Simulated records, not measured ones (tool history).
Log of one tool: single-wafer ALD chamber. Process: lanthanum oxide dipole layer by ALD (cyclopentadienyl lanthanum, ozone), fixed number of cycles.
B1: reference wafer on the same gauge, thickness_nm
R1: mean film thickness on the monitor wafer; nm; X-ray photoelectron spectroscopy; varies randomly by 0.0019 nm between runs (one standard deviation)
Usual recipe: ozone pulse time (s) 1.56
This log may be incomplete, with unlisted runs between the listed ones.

run 1 hour=0.0 | ozone_pulse_time_(s)=1.56 | B1=0.653 | R1=0.571
run 2 hour=86.6 | ozone_pulse_time_(s)=1.56 | B1=0.655 | R1=0.571
run 3 hour=159.5 | ozone_pulse_time_(s)=1.56 | B1=0.655 | R1=0.574
run 4 hour=228.8 | ozone_pulse_time_(s)=1.37 | B1=0.656 | R1=0.560
run 5 hour=308.2 | ozone_pulse_time_(s)=1.37 | B1=0.656 | R1=0.566
run 6 hour=497.3 | ozone_pulse_time_(s)=1.37 | B1=0.658 | R1=0.566
run 7 hour=543.4 | ozone_pulse_time_(s)=1.99 | B1=0.658 | R1=0.587
run 8 hour=635.0 | ozone_pulse_time_(s)=1.99 | B1=0.660 | R1=0.589
run 9 hour=703.8 | ozone_pulse_time_(s)=1.56 | B1=0.660 | R1=0.577
-- hour=715.9 ozone generator serviced
run 10 hour=746.0 | ozone_pulse_time_(s)=1.56 | B1=0.661 | R1=0.580
-- hour=821.5 showerhead replaced
-- hour=825.9 gauge calibrated
run 11 hour=852.7 | ozone_pulse_time_(s)=1.56 | B1=0.648 | R1=0.569
run 12 hour=905.1 | ozone_pulse_time_(s)=1.34 | B1=0.648 | R1=0.560
run 13 hour=970.5 | ozone_pulse_time_(s)=2.08 | B1=0.649 | R1=0.581
run 14 hour=1025.9 | ozone_pulse_time_(s)=1.26 | B1=0.649 | R1=0.552
run 15 hour=1129.7 | ozone_pulse_time_(s)=1.33 | B1=0.648 | R1=0.558
run 16 hour=1204.7 | ozone_pulse_time_(s)=1.56 | B1=0.649 | R1=0.565
run 17 hour=1281.9 | ozone_pulse_time_(s)=1.56 | B1=0.650 | R1=0.565
run 18 hour=1370.1 | ozone_pulse_time_(s)=1.38 | B1=0.650 | R1=0.563
-- hour=1438.1 thermocouple changed; heater temperature recalibrated
run 19 hour=1463.1 | ozone_pulse_time_(s)=1.82 | B1=0.650 | R1=0.575
run 20 hour=1502.1 | ozone_pulse_time_(s)=1.27 | B1=0.650 | R1=0.556
run 21 hour=1546.0 | ozone_pulse_time_(s)=1.56 | B1=0.650 | R1=0.567
run 22 hour=1642.9 | ozone_pulse_time_(s)=1.88 | B1=0.652 | R1=0.577
run 23 hour=1698.4 | ozone_pulse_time_(s)=1.98 | B1=0.651 | R1=0.582
run 24 hour=1793.6 | ozone_pulse_time_(s)=1.40 | B1=0.652 | R1=0.561
run 25 hour=1900.3 | ozone_pulse_time_(s)=1.18 | B1=0.652 | R1=0.552

Predict each of these 3 candidate next runs independently; none follows another, all start after run 25:
run A hour=1900.7 | ozone_pulse_time_(s)=1.56 | B1=? | R1=?
run B hour=1900.7 | ozone_pulse_time_(s)=1.09 | B1=? | R1=?
run C hour=1900.7 | ozone_pulse_time_(s)=1.39 | B1=? | R1=?

run=A B1=0.652 R1=0.572
run=B B1=0.652 R1=0.549
run=C B1=0.652 R1=0.565
Take away the tool's hidden state, keep each run's random variation, and the runs would have read:
run=A R1=0.570
run=B R1=0.546
run=C R1=0.563

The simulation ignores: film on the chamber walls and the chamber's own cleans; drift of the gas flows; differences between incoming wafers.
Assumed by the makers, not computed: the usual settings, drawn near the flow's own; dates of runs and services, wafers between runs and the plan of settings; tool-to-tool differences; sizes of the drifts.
